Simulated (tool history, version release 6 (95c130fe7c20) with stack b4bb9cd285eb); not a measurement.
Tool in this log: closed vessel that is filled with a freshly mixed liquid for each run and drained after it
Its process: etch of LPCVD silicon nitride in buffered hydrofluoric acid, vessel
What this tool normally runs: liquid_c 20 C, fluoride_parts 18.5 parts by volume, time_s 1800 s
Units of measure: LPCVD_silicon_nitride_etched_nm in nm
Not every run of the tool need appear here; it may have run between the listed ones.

| run | hour | liquid_c | fluoride_parts | time_s | wafers since the last listed run | hours since the thermometer was replaced | hours since the hydrofluoric acid flow meter was replaced | hours since the gauge calibration | read-back film thickness of the LPCVD silicon nitride reference wafer, read on the same gauge (nm) | LPCVD_silicon_nitride_etched_nm |
|---|---|---|---|---|---|---|---|---|---|---|
| 1 | 0 | 20 | 18.5 | 1800 | 0 | 841.5 | 464.1 | 1360.3 | 90 | 11.31 |
| 2 | 83.6 | 20 | 18.5 | 1800 | 4373 | 925.1 | 547.7 | 1443.9 | 90 | 11.25 |
| 3 | 142 | 20 | 18.5 | 1800 | 3055 | 983.5 | 606.1 | 1502.3 | 90.01 | 11.3 |
| 4 | 195.7 | 20 | 18.5 | 1800 | 2809 | 1037.2 | 659.8 | 1556 | 89.99 | 11.06 |
| 5 | 275.8 | 20 | 18.5 | 2515 | 4190 | 1117.3 | 739.9 | 1636.1 | 90.03 | 15.74 |
| 6 | 361.7 | 20 | 18.5 | 2515 | 4494 | 1203.2 | 825.8 | 1722 | 90.01 | 15.85 |
| 7 | 412.3 | 20 | 18.5 | 1800 | 2647 | 1253.8 | 876.4 | 1772.6 | 90 | 11.17 |
| 8 | 449.5 | 20 | 18.5 | 1800 | 1946 | 1291 | 913.6 | 1809.8 | 90.01 | 11.13 |
| 9 | 491.8 | 20 | 18.5 | 1800 | 2213 | 1333.3 | 955.9 | 1852.1 | 89.99 | 11.26 |
| 10 | 558 | 17 | 18.5 | 1800 | 3463 | 1399.5 | 1022.1 | 1918.3 | 90.01 | 9.44 |
| 11 | 644.3 | 17 | 18.5 | 1800 | 4514 | 1485.8 | 1108.4 | 2004.6 | 90.03 | 9.55 |
|  | 674.5 | gauge calibrated |
| 12 | 730.1 | 18.5 | 18.5 | 1020 | 4488 | 1571.6 | 1194.2 | 55.6 | 90.02 | 5.85 |
|  | 737.6 | thermometer replaced |
| 13 | 767.7 | 20 | 18.5 | 1800 | 1914 | 30.1 | 1231.8 | 93.2 | 90 | 11.27 |
| 14 | 855.1 | 20 | 20.5 | 1800 | 4572 | 117.5 | 1319.2 | 180.6 | 89.99 | 10.23 |
| 15 | 941.2 | 25 | 18.5 | 1800 | 4504 | 203.6 | 1405.3 | 266.7 | 90 | 14.84 |

Forecast run 16:
| 16 | 991.1 | 20 | 18.5 | 915 | 2610 | 253.5 | 1455.2 | 316.6 | ? | ? |

{"run 16": {"read-back film thickness of the LPCVD silicon nitride reference wafer, read on the same gauge (nm)": 89.99, "LPCVD_silicon_nitride_etched_nm": 5.69}}
The same run, on a tool lacking any hidden state, would have yielded LPCVD_silicon_nitride_etched_nm 5.69 nm.

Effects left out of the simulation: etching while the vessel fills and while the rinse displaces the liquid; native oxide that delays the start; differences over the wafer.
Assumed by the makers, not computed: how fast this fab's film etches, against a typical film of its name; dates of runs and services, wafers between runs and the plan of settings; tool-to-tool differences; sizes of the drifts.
